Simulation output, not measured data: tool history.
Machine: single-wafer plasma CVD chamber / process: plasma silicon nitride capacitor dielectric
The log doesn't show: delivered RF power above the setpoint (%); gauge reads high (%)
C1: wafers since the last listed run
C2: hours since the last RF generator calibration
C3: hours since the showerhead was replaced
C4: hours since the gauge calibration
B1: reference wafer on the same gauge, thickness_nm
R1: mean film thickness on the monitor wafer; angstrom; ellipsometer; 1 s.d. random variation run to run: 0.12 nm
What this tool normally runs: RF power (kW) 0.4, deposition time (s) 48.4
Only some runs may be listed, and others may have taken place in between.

Run 1, day 0: usual settings; C1 0; C2 1090.9; C3 4691; C4 279.8; B1 62.205. Result: R1 618.72 angstrom.
Run 2, day 0.383: usual settings; C1 205; C2 1100.1; C3 4700.2; C4 289; B1 62.178. Result: R1 618.96 angstrom.
Run 3, day 1.079: usual settings; C1 373; C2 1116.8; C3 4716.9; C4 305.7; B1 62.169. Result: R1 618.79 angstrom.
Run 4, day 1.742: usual settings; C1 355; C2 1132.7; C3 4732.8; C4 321.6; B1 62.226. Result: R1 619.91 angstrom.
Run 5, day 2.112: usual settings; C1 198; C2 1141.6; C3 4741.7; C4 330.5; B1 62.186. Result: R1 615.8 angstrom.
Run 6, day 2.638: usual settings; C1 281; C2 1154.2; C3 4754.3; C4 343.1; B1 62.193. Result: R1 615.6 angstrom.
Run 7, day 3.212: usual settings but RF power (kW) 0.37, deposition time (s) 54.5; C1 308; C2 1168; C3 4768.1; C4 356.9; B1 62.208. Result: R1 674.92 angstrom.
Run 8, day 3.625: usual settings but RF power (kW) 0.37, deposition time (s) 54.5; C1 221; C2 1177.9; C3 4778; C4 366.8; B1 62.24. Result: R1 674.47 angstrom.
Run 9, day 4: usual settings; C1 201; C2 1186.9; C3 4787; C4 375.8; B1 62.227. Result: R1 616.09 angstrom.
Run 10, day 4.275: usual settings; C1 147; C2 1193.5; C3 4793.6; C4 382.4; B1 62.195. Result: R1 614.94 angstrom.
Run 11, day 4.625: usual settings; C1 187; C2 1201.9; C3 4802; C4 390.8; B1 62.226. Result: R1 616.1 angstrom.
Run 12, day 5.325: usual settings; C1 375; C2 1218.7; C3 4818.8; C4 407.6; B1 62.21. Result: R1 615.52 angstrom.
At day 5.567: gauge calibrated.
Run 13, day 5.625: usual settings; C1 160; C2 1225.9; C3 4826; C4 1.4; B1 62.19. Result: R1 612.45 angstrom.
Run 14, day 6.279: usual settings; C1 350; C2 1241.6; C3 4841.7; C4 17.1; B1 62.223. Result: R1 613.31 angstrom.
Run 15, day 6.871: usual settings but RF power (kW) 0.36, deposition time (s) 41.5; C1 317; C2 1255.8; C3 4855.9; C4 31.3; B1 62.208. Result: R1 509.04 angstrom.
Run 16, day 7.196: usual settings; C1 174; C2 1263.6; C3 4863.7; C4 39.1; B1 62.181. Result: R1 614.48 angstrom.
At day 7.858: RF generator calibrated.
Run 17, day 8.792: usual settings; C1 676; C2 22.4; C3 4902; C4 77.4; B1 62.236. Result: R1 601.87 angstrom.
Run 18, day 9.058: usual settings; C1 142; C2 28.8; C3 4908.4; C4 83.8; B1 62.205. Result: R1 604.28 angstrom.
Run 19, day 9.571: usual settings but RF power (kW) 0.47; C1 274; C2 41.1; C3 4920.7; C4 96.1; B1 62.197. Result: R1 639.05 angstrom.
Run 20, day 10.417: usual settings but RF power (kW) 0.435, deposition time (s) 55.3; C1 453; C2 61.4; C3 4941; C4 116.4; B1 62.197. Result: R1 710.49 angstrom.
At day 11.025: showerhead replaced.
Run 21, day 11.638: usual settings but RF power (kW) 0.45, deposition time (s) 39.2; C1 475; C2 90.7; C3 14.7; C4 145.7; B1 62.202. Result: R1 507.79 angstrom.
At day 12.046: RF generator calibrated, repeated, since the last time left the tool worse.
Run 22, day 12.067: usual settings but RF power (kW) 0.33, deposition time (s) 42.2; C1 51; C2 0.5; C3 25; C4 156; B1 62.188. Result: R1 509.84 angstrom.
Run 23, day 14.233: usual settings but deposition time (s) 54.6; C1 1161; C2 52.5; C3 77; C4 208; B1 62.19. Result: R1 705.25 angstrom.
Run 24, day 14.842: usual settings but RF power (kW) 0.47, deposition time (s) 45.2; C1 326; C2 67.1; C3 91.6; C4 222.6; B1 62.215. Result: R1 615.99 angstrom.
Run 25, day 15.288: usual settings; C1 239; C2 77.8; C3 102.3; C4 233.3; B1 62.239. Result: R1 624.88 angstrom.
Run 26, day 15.558: usual settings; C1 145; C2 84.3; C3 108.8; C4 239.8; B1 62.145. Result: R1 626.02 angstrom.
Run 27, day 16.608: usual settings but deposition time (s) 40.3; C1 563; C2 109.5; C3 134; C4 265; B1 62.21. Result: R1 520.82 angstrom.
Run 28, day 17.117: usual settings but RF power (kW) 0.355, deposition time (s) 45.4; C1 272; C2 121.7; C3 146.2; C4 277.2; B1 62.205. Result: R1 563.42 angstrom.
Run 29, day 17.471: usual settings but RF power (kW) 0.35, deposition time (s) 56.5; C1 189; C2 130.2; C3 154.7; C4 285.7; B1 62.19. Result: R1 696.92 angstrom.
Run 30, day 17.938: usual settings but RF power (kW) 0.475, deposition time (s) 42.2; C1 250; C2 141.4; C3 165.9; C4 296.9; B1 62.236. Result: R1 577.84 angstrom.

How the hidden state differs across the entries between the runs, from the last listed run before each to the first after it:
Between runs 12 and 13: gauge calibrated (day 5.567)
  delivered RF power above the setpoint (%): -5.09 -> -5.14
  what was measured, less what the result would be without the hidden state, R1: -11.45 -> -11.52 angstrom
Between runs 16 and 17: RF generator calibrated (day 7.858)
  delivered RF power above the setpoint (%): -5.45 -> -10.4
  what was measured, less what the result would be without the hidden state, R1: -12.28 -> -23.83 angstrom
Between runs 20 and 21: showerhead replaced (day 11.025)
  nothing in the hidden state changes from one run to the other
  what was measured, less what the result would be without the hidden state, R1: -28.17 -> -20.16 angstrom
Between runs 21 and 22: RF generator calibrated, repeated, since the last time left the tool worse (day 12.046)
  delivered RF power above the setpoint (%): -10.4 -> -0.425
  what was measured, less what the result would be without the hidden state, R1: -20.16 -> -0.76 angstrom
